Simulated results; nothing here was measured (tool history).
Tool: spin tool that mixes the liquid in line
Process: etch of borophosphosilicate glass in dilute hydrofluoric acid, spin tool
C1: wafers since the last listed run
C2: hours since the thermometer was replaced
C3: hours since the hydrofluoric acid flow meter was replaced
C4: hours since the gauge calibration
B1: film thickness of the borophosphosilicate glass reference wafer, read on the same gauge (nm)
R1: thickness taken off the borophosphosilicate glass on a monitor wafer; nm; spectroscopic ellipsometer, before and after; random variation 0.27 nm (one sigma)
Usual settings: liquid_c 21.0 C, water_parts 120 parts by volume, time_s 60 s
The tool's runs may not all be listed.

Run 1, hour 0.0: usual settings but liquid_c 22.5 C; C1 0; C2 287.9; C3 691.5; C4 278.0; B1 140.03. Result: R1 38.12 nm.
Run 2, hour 20.1: usual settings but liquid_c 22.5 C; C1 249; C2 308.0; C3 711.6; C4 298.1; B1 140.01. Result: R1 37.84 nm.
Run 3, hour 36.9: usual settings but water_parts 95 parts by volume; C1 208; C2 324.8; C3 728.4; C4 314.9; B1 139.98. Result: R1 46.87 nm.
Run 4, hour 53.5: usual settings but water_parts 95 parts by volume; C1 206; C2 341.4; C3 745.0; C4 331.5; B1 140.01. Result: R1 46.12 nm.
Run 5, hour 87.6: usual settings but water_parts 100 parts by volume; C1 423; C2 375.5; C3 779.1; C4 365.6; B1 140.00. Result: R1 43.53 nm.
Run 6, hour 117.3: usual settings but water_parts 100 parts by volume; C1 368; C2 405.2; C3 808.8; C4 395.3; B1 140.01. Result: R1 43.93 nm.
Run 7, hour 136.5: usual settings but water_parts 100 parts by volume; C1 238; C2 424.4; C3 828.0; C4 414.5; B1 139.96. Result: R1 43.73 nm.
Run 8, hour 164.6: usual settings but liquid_c 17.5 C; C1 349; C2 452.5; C3 856.1; C4 442.6; B1 139.99. Result: R1 30.27 nm.
Run 9, hour 200.5: usual settings but liquid_c 17.5 C; C1 445; C2 488.4; C3 892.0; C4 478.5; B1 139.93. Result: R1 30.18 nm.
Run 10, hour 221.9: usual settings but liquid_c 23.5 C; C1 265; C2 509.8; C3 913.4; C4 499.9; B1 139.99. Result: R1 38.94 nm.
Run 11, hour 238.7: usual settings but liquid_c 24.0 C; C1 208; C2 526.6; C3 930.2; C4 516.7; B1 140.07. Result: R1 39.79 nm.
Run 12, hour 264.9: usual settings but liquid_c 24.5 C, water_parts 155 parts by volume, time_s 80 s; C1 325; C2 552.8; C3 956.4; C4 542.9; B1 140.03. Result: R1 39.60 nm.
At hour 274.1: hydrofluoric acid flow meter replaced.
Run 13, hour 287.6: usual settings but water_parts 70 parts by volume, time_s 30 s; C1 269; C2 575.5; C3 13.5; C4 565.6; B1 140.02. Result: R1 30.43 nm.
At hour 288.9: thermometer replaced.
Run 14, hour 301.3: usual settings; C1 157; C2 12.4; C3 27.2; C4 579.3; B1 139.99. Result: R1 33.40 nm.
Run 15, hour 332.2: usual settings but water_parts 75 parts by volume; C1 383; C2 43.3; C3 58.1; C4 610.2; B1 139.97. Result: R1 56.55 nm.
Run 16, hour 354.1: usual settings but water_parts 60 parts by volume, time_s 80 s; C1 272; C2 65.2; C3 80.0; C4 632.1; B1 139.97. Result: R1 95.07 nm.
Run 17, hour 381.1: usual settings but liquid_c 17.0 C, water_parts 75 parts by volume; C1 335; C2 92.2; C3 107.0; C4 659.1; B1 140.01. Result: R1 46.99 nm.
At hour 387.4: gauge calibrated.
Run 18, hour 406.6: usual settings; C1 316; C2 117.7; C3 132.5; C4 19.2; B1 139.98. Result: R1 33.30 nm.
Run 19, hour 431.1: usual settings but time_s 30 s; C1 304; C2 142.2; C3 157.0; C4 43.7; B1 140.00. Result: R1 16.70 nm.
Run 20, hour 448.7: usual settings but liquid_c 18.0 C, water_parts 70 parts by volume, time_s 85 s; C1 218; C2 159.8; C3 174.6; C4 61.3; B1 140.03. Result: R1 75.95 nm.
At hour 468.4: hydrofluoric acid flow meter replaced, repeated, since the last time left the tool worse.
Run 21, hour 479.1: usual settings but liquid_c 24.5 C, time_s 85 s; C1 365; C2 190.2; C3 10.7; C4 91.7; B1 140.07. Result: R1 61.71 nm.
Run 22, hour 514.0: usual settings but liquid_c 18.5 C, water_parts 100 parts by volume, time_s 30 s; C1 433; C2 225.1; C3 45.6; C4 126.6; B1 140.01. Result: R1 20.55 nm.
Run 23, hour 539.4: usual settings but liquid_c 22.5 C; C1 315; C2 250.5; C3 71.0; C4 152.0; B1 140.01. Result: R1 39.83 nm.
Run 24, hour 560.9: usual settings but water_parts 80 parts by volume; C1 267; C2 272.0; C3 92.5; C4 173.5; B1 140.00. Result: R1 58.19 nm.
Run 25, hour 590.9: usual settings but water_parts 95 parts by volume; C1 372; C2 302.0; C3 122.5; C4 203.5; B1 139.98. Result: R1 48.96 nm.
Run 26, hour 620.7: usual settings; C1 370; C2 331.8; C3 152.3; C4 233.3; B1 139.99. Result: R1 37.48 nm.
Run 27, hour 640.9: usual settings but liquid_c 17.5 C, water_parts 140 parts by volume, time_s 80 s; C1 250; C2 352.0; C3 172.5; C4 253.5; B1 140.00. Result: R1 36.24 nm.
Run 28, hour 669.7: usual settings but liquid_c 25.0 C, water_parts 90 parts by volume; C1 357; C2 380.8; C3 201.3; C4 282.3; B1 139.99. Result: R1 60.83 nm.
Run 29, hour 692.5: usual settings but liquid_c 18.0 C, water_parts 85 parts by volume, time_s 90 s; C1 283; C2 403.6; C3 224.1; C4 305.1; B1 139.96. Result: R1 71.56 nm.
Run 30, hour 710.5: usual settings; C1 223; C2 421.6; C3 242.1; C4 323.1; B1 139.99. Result: R1 37.35 nm.
Run 31, hour 728.3: usual settings but time_s 45 s; C1 221; C2 439.4; C3 259.9; C4 340.9; B1 139.98. Result: R1 27.78 nm.
Run 32, hour 740.4: usual settings but time_s 90 s; C1 150; C2 451.5; C3 272.0; C4 353.0; B1 140.00. Result: R1 55.17 nm.
Run 33, hour 754.8: usual settings; C1 178; C2 465.9; C3 286.4; C4 367.4; B1 139.96. Result: R1 36.80 nm.

3 ways to go on from here, each from the tool as it stands after run 33. What would each give?
Run A, hour 755.2: usual settings but time_s 85 s; C1 4; C2 466.3; C3 286.8; C4 367.8; B1 ?. Result: R1 ?.
Run B, hour 755.2: usual settings but liquid_c 22.5 C, water_parts 145 parts by volume, time_s 45 s; C1 4; C2 466.3; C3 286.8; C4 367.8; B1 ?. Result: R1 ?.
Run C, hour 755.2: usual settings but liquid_c 19.5 C; C1 4; C2 466.3; C3 286.8; C4 367.8; B1 ?. Result: R1 ?.

run      B1     R1
  A  139.98  52.64
  B  139.98  23.79
  C  139.98  34.97
Without the tool's hidden state the same runs would have given:
run     R1
  A  54.12
  B  24.47
  C  35.95
